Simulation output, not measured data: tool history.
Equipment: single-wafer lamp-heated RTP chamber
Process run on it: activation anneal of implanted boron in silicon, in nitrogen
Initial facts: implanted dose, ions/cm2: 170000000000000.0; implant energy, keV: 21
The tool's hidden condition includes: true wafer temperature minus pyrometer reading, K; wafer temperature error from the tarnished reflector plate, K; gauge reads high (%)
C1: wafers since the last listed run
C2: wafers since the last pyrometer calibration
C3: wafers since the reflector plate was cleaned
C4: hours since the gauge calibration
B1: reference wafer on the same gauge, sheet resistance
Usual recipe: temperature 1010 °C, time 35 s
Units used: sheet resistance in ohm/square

run 1 hour=0.0 | temperature=1010 time=35 | C1=0 C2=2882 C3=4211 C4=212.1 | B1=567.80 | sheet_resistance=515.62
run 2 hour=10.5 | temperature=1010 time=35 | C1=95 C2=2978 C3=4306 C4=222.6 | B1=567.56 | sheet_resistance=514.43
run 3 hour=25.5 | temperature=1010 time=35 | C1=135 C2=3113 C3=4442 C4=237.6 | B1=567.66 | sheet_resistance=515.96
run 4 hour=31.6 | temperature=1010 time=35 | C1=55 C2=3169 C3=4497 C4=243.7 | B1=567.64 | sheet_resistance=516.68
run 5 hour=38.8 | temperature=1010 time=40 | C1=65 C2=3234 C3=4563 C4=250.9 | B1=567.58 | sheet_resistance=514.59
run 6 hour=56.7 | temperature=1010 time=40 | C1=162 C2=3396 C3=4725 C4=268.8 | B1=567.44 | sheet_resistance=514.57
run 7 hour=72.4 | temperature=1010 time=40 | C1=142 C2=3538 C3=4867 C4=284.5 | B1=567.23 | sheet_resistance=513.74
run 8 hour=120.7 | temperature=1010 time=35 | C1=437 C2=3976 C3=5304 C4=332.8 | B1=566.51 | sheet_resistance=514.13
run 9 hour=133.1 | temperature=1010 time=35 | C1=112 C2=4088 C3=5417 C4=345.2 | B1=566.42 | sheet_resistance=515.08
run 10 hour=143.9 | temperature=1010 time=35 | C1=97 C2=4186 C3=5515 C4=356.0 | B1=566.22 | sheet_resistance=513.46
run 11 hour=157.8 | temperature=1010 time=35 | C1=125 C2=4312 C3=5640 C4=369.9 | B1=566.17 | sheet_resistance=514.52
-- hour=170.8 reflector plate cleaned
run 12 hour=171.3 | temperature=1010 time=35 | C1=49 C2=4361 C3=4 C4=383.4 | B1=565.89 | sheet_resistance=514.24
run 13 hour=177.4 | temperature=1010 time=35 | C1=55 C2=4417 C3=59 C4=389.5 | B1=565.98 | sheet_resistance=512.39
run 14 hour=192.1 | temperature=1010 time=35 | C1=133 C2=4550 C3=192 C4=404.2 | B1=565.49 | sheet_resistance=514.28
run 15 hour=205.1 | temperature=1010 time=35 | C1=117 C2=4668 C3=310 C4=417.2 | B1=565.59 | sheet_resistance=512.63
run 16 hour=218.7 | temperature=1010 time=35 | C1=123 C2=4791 C3=433 C4=430.8 | B1=565.21 | sheet_resistance=512.66
run 17 hour=226.5 | temperature=1010 time=35 | C1=70 C2=4861 C3=504 C4=438.6 | B1=565.09 | sheet_resistance=513.00
run 18 hour=240.2 | temperature=986 time=21 | C1=124 C2=4985 C3=628 C4=452.3 | B1=564.31 | sheet_resistance=519.55
run 19 hour=253.3 | temperature=987 time=21 | C1=118 C2=5104 C3=747 C4=465.4 | B1=564.05 | sheet_resistance=519.18
-- hour=255.1 gauge calibrated
run 20 hour=262.2 | temperature=982 time=26 | C1=80 C2=5185 C3=827 C4=7.1 | B1=569.06 | sheet_resistance=524.12
-- hour=280.1 pyrometer window cleaned and pyrometer calibrated
run 21 hour=280.6 | temperature=1022 time=55 | C1=94 C2=4 C3=921 C4=25.5 | B1=568.90 | sheet_resistance=513.86
run 22 hour=286.3 | temperature=1018 time=53 | C1=51 C2=55 C3=973 C4=31.2 | B1=568.84 | sheet_resistance=514.96
run 23 hour=300.2 | temperature=998 time=45 | C1=125 C2=181 C3=1099 C4=45.1 | B1=569.01 | sheet_resistance=518.47
run 24 hour=308.3 | temperature=1001 time=54 | C1=73 C2=255 C3=1172 C4=53.2 | B1=569.17 | sheet_resistance=516.04
run 25 hour=323.3 | temperature=1010 time=35 | C1=135 C2=390 C3=1308 C4=68.2 | B1=569.12 | sheet_resistance=516.96
run 26 hour=330.6 | temperature=1027 time=22 | C1=66 C2=457 C3=1374 C4=75.5 | B1=568.88 | sheet_resistance=516.18
run 27 hour=348.5 | temperature=1031 time=42 | C1=162 C2=619 C3=1536 C4=93.4 | B1=568.77 | sheet_resistance=514.39
run 28 hour=363.0 | temperature=991 time=53 | C1=131 C2=750 C3=1668 C4=107.9 | B1=568.64 | sheet_resistance=517.70
run 29 hour=372.2 | temperature=1010 time=54 | C1=83 C2=833 C3=1751 C4=117.1 | B1=568.59 | sheet_resistance=514.87
run 30 hour=381.8 | temperature=1010 time=35 | C1=86 C2=920 C3=1838 C4=126.7 | B1=568.67 | sheet_resistance=515.80
run 31 hour=388.9 | temperature=1039 time=44 | C1=64 C2=985 C3=1902 C4=133.8 | B1=569.18 | sheet_resistance=515.30
run 32 hour=399.4 | temperature=1018 time=24 | C1=95 C2=1080 C3=1997 C4=144.3 | B1=568.56 | sheet_resistance=517.15

Forecast run 33:
run 33 hour=407.7 | temperature=1010 time=35 | C1=75 C2=1155 C3=2073 C4=152.6 | B1=? | sheet_resistance=?

{"run 33": {"B1": 568.22, "sheet resistance": 516.81}}
The same run, on a tool lacking any hidden state, would have yielded sheet resistance 517.22 ohm/square.

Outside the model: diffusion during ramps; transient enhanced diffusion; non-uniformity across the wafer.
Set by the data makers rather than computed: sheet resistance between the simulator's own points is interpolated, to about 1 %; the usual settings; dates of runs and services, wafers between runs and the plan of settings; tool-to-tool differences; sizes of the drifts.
